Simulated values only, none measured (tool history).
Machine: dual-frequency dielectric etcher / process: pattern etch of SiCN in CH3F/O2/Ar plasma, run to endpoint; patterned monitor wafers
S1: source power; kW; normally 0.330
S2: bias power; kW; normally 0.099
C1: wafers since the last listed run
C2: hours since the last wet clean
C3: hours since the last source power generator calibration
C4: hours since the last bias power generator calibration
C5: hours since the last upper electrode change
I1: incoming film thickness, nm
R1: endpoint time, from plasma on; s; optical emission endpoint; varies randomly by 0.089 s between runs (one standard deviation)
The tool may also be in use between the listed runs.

| run | hour | S1 | S2 | C1 | C2 | C3 | C4 | C5 | I1 | R1 |
|---|---|---|---|---|---|---|---|---|---|---|
| 1 | 0.0 | 0.330 | 0.099 | 0 | 294.1 | 2661.8 | 4253.2 | 4846.3 | 8.95 | 20.6 |
| 2 | 10.5 | 0.330 | 0.099 | 225 | 304.6 | 2672.3 | 4263.7 | 4856.8 | 8.91 | 20.5 |
| 3 | 23.4 | 0.330 | 0.099 | 276 | 317.5 | 2685.2 | 4276.6 | 4869.7 | 8.93 | 20.3 |
| 4 | 66.6 | 0.330 | 0.099 | 926 | 360.7 | 2728.4 | 4319.8 | 4912.9 | 8.85 | 20.2 |
| 5 | 73.5 | 0.360 | 0.086 | 148 | 367.6 | 2735.3 | 4326.7 | 4919.8 | 8.93 | 20.8 |
| 6 | 85.0 | 0.360 | 0.086 | 246 | 379.1 | 2746.8 | 4338.2 | 4931.3 | 8.79 | 20.6 |
|  | 113.6 | bias power generator calibrated |
| 7 | 129.2 | 0.350 | 0.084 | 862 | 423.3 | 2791.0 | 15.6 | 4975.5 | 8.92 | 21.2 |
|  | 155.3 | wet clean of the chamber |
| 8 | 155.8 | 0.350 | 0.084 | 55 | 0.5 | 2817.6 | 42.2 | 5002.1 | 8.93 | 21.7 |
| 9 | 156.1 | 0.360 | 0.099 | 6 | 0.8 | 2817.9 | 42.5 | 5002.4 | 8.76 | 19.9 |
| 10 | 161.0 | 0.330 | 0.099 | 105 | 5.7 | 2822.8 | 47.4 | 5007.3 | 8.87 | 20.9 |
|  | 168.9 | source power generator calibrated |
| 11 | 173.5 | 0.330 | 0.119 | 182 | 18.2 | 4.6 | 59.9 | 5019.8 | 8.96 | 19.6 |
| 12 | 184.0 | 0.350 | 0.099 | 225 | 28.7 | 15.1 | 70.4 | 5030.3 | 8.82 | 20.1 |
| 13 | 197.9 | 0.350 | 0.099 | 298 | 42.6 | 29.0 | 84.3 | 5044.2 | 8.96 | 20.5 |
| 14 | 212.5 | 0.290 | 0.099 | 313 | 57.2 | 43.6 | 98.9 | 5058.8 | 9.01 | 22.4 |
|  | 246.9 | upper electrode replaced |
| 15 | 247.4 | 0.270 | 0.087 | 233 | 92.1 | 78.5 | 133.8 | 0.5 | 8.89 | 23.8 |
| 16 | 247.7 | 0.260 | 0.099 | 6 | 92.4 | 78.8 | 134.1 | 0.8 | 8.86 | 22.8 |
| 17 | 263.3 | 0.300 | 0.075 | 334 | 108.0 | 94.4 | 149.7 | 16.4 | 8.93 | 24.2 |
| 18 | 269.8 | 0.360 | 0.111 | 139 | 114.5 | 100.9 | 156.2 | 22.9 | 8.88 | 19.0 |
| 19 | 281.1 | 0.330 | 0.099 | 242 | 125.8 | 112.2 | 167.5 | 34.2 | 9.00 | 21.1 |
| 20 | 294.7 | 0.330 | 0.075 | 291 | 139.4 | 125.8 | 181.1 | 47.8 | 8.93 | 23.2 |
| 21 | 311.5 | 0.250 | 0.121 | 360 | 156.2 | 142.6 | 197.9 | 64.6 | 8.81 | 21.2 |
| 22 | 321.0 | 0.330 | 0.099 | 203 | 165.7 | 152.1 | 207.4 | 74.1 | 8.94 | 20.9 |
| 23 | 332.4 | 0.280 | 0.123 | 244 | 177.1 | 163.5 | 218.8 | 85.5 | 8.85 | 20.2 |
| 24 | 340.8 | 0.330 | 0.122 | 180 | 185.5 | 171.9 | 227.2 | 93.9 | 8.97 | 19.1 |
| 25 | 347.4 | 0.330 | 0.089 | 141 | 192.1 | 178.5 | 233.8 | 100.5 | 8.94 | 21.6 |
| 26 | 362.6 | 0.370 | 0.122 | 326 | 207.3 | 193.7 | 249.0 | 115.7 | 8.93 | 18.2 |
| 27 | 371.5 | 0.330 | 0.099 | 190 | 216.2 | 202.6 | 257.9 | 124.6 | 8.93 | 20.6 |

Below are 5 alternative next runs, each starting from the tool's condition after run 27. Predict each:
| A | 371.9 | 0.330 | 0.099 | 8 | 216.6 | 203.0 | 258.3 | 125.0 | 8.82 | ? |
| B | 371.9 | 0.390 | 0.099 | 8 | 216.6 | 203.0 | 258.3 | 125.0 | 8.82 | ? |
| C | 371.9 | 0.400 | 0.099 | 8 | 216.6 | 203.0 | 258.3 | 125.0 | 8.82 | ? |
| D | 371.9 | 0.380 | 0.087 | 8 | 216.6 | 203.0 | 258.3 | 125.0 | 8.82 | ? |
| E | 371.9 | 0.330 | 0.086 | 8 | 216.6 | 203.0 | 258.3 | 125.0 | 8.82 | ? |

| run | R1 |
|---|---|
| A | 20.4 |
| B | 19.0 |
| C | 18.8 |
| D | 20.2 |
| E | 21.6 |
Without the tool's unlogged condition, the same runs would have read:
| run | R1 |
|---|---|
| A | 20.7 |
| B | 19.3 |
| C | 19.1 |
| D | 20.5 |
| E | 21.9 |
